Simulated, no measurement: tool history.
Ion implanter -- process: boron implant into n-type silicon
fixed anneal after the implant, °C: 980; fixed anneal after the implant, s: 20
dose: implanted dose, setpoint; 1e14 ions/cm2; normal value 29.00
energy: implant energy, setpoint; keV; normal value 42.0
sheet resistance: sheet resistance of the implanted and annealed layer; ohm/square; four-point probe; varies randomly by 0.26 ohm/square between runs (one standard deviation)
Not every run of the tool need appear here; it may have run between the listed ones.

| run | hour | dose | energy | read-back reference wafer on the same gauge, sheet resistance | sheet resistance |
|---|---|---|---|---|---|
| 1 | 0.0 | 23.30 | 42.0 | 61.30 | 74.98 |
| 2 | 12.5 | 29.00 | 42.0 | 61.39 | 65.81 |
| 3 | 34.1 | 29.00 | 42.0 | 61.31 | 65.35 |
| 4 | 49.6 | 29.00 | 42.0 | 61.35 | 66.20 |
| 5 | 76.9 | 29.00 | 36.5 | 61.22 | 67.84 |
| 6 | 106.7 | 24.03 | 33.0 | 61.33 | 76.04 |
|  | 179.3 | Faraday cup replaced and dose calibrated |
| 7 | 206.1 | 29.00 | 52.5 | 61.25 | 62.64 |
| 8 | 232.0 | 29.00 | 52.5 | 61.38 | 62.31 |
| 9 | 261.2 | 25.48 | 49.0 | 61.30 | 68.42 |
| 10 | 290.9 | 25.48 | 49.0 | 61.34 | 68.09 |
| 11 | 369.3 | 26.28 | 33.0 | 61.29 | 71.56 |
| 12 | 387.3 | 26.28 | 33.0 | 61.26 | 71.83 |
| 13 | 404.4 | 29.00 | 42.0 | 61.29 | 64.64 |
| 14 | 418.4 | 29.00 | 42.0 | 61.29 | 64.95 |
| 15 | 432.5 | 29.00 | 42.0 | 61.27 | 64.75 |
|  | 451.6 | gauge calibrated |
| 16 | 463.8 | 29.00 | 42.0 | 61.28 | 64.89 |
| 17 | 477.0 | 34.17 | 36.0 | 61.28 | 62.06 |
| 18 | 491.9 | 22.40 | 51.5 | 61.24 | 74.67 |
| 19 | 508.6 | 29.00 | 42.0 | 61.30 | 65.09 |
| 20 | 544.0 | 29.00 | 42.0 | 61.24 | 64.97 |
| 21 | 572.7 | 29.00 | 28.5 | 61.37 | 71.06 |
| 22 | 601.4 | 29.00 | 42.0 | 61.32 | 65.03 |
| 23 | 613.4 | 32.23 | 54.5 | 61.30 | 59.41 |
| 24 | 643.6 | 35.64 | 29.5 | 61.26 | 65.16 |
| 25 | 662.0 | 29.00 | 42.0 | 61.21 | 65.34 |
|  | 678.3 | extraction supply calibrated |
| 26 | 695.4 | 31.53 | 53.5 | 61.30 | 60.43 |
| 27 | 712.2 | 29.00 | 53.0 | 61.32 | 63.64 |
| 28 | 724.3 | 35.00 | 56.0 | 61.31 | 56.70 |
| 29 | 750.4 | 29.00 | 42.0 | 61.28 | 65.39 |
| 30 | 764.3 | 26.15 | 42.0 | 61.35 | 69.45 |
| 31 | 782.6 | 29.00 | 42.0 | 61.24 | 65.34 |
| 32 | 811.1 | 33.38 | 42.0 | 61.27 | 60.34 |
| 33 | 826.6 | 25.01 | 47.5 | 61.29 | 70.91 |
| 34 | 855.9 | 33.14 | 46.5 | 61.35 | 60.03 |
| 35 | 888.2 | 29.00 | 42.0 | 61.35 | 65.80 |
| 36 | 921.3 | 35.40 | 53.0 | 61.29 | 56.51 |
| 37 | 938.9 | 23.53 | 34.5 | 61.28 | 76.35 |
| 38 | 970.7 | 29.00 | 34.0 | 61.28 | 67.92 |

Alternative continuations, all from the tool just after run 38; predict every row:
| A | 971.1 | 29.00 | 42.0 | ? | ? |
| B | 971.1 | 26.42 | 48.0 | ? | ? |
| C | 971.1 | 31.26 | 56.5 | ? | ? |

| run | read-back reference wafer on the same gauge, sheet resistance | sheet resistance |
|---|---|---|
| A | 61.18 | 65.83 |
| B | 61.18 | 68.36 |
| C | 61.18 | 60.62 |
What these runs would have given with no unlogged condition in the tool:
| run | sheet resistance |
|---|---|
| A | 64.77 |
| B | 67.14 |
| C | 59.54 |
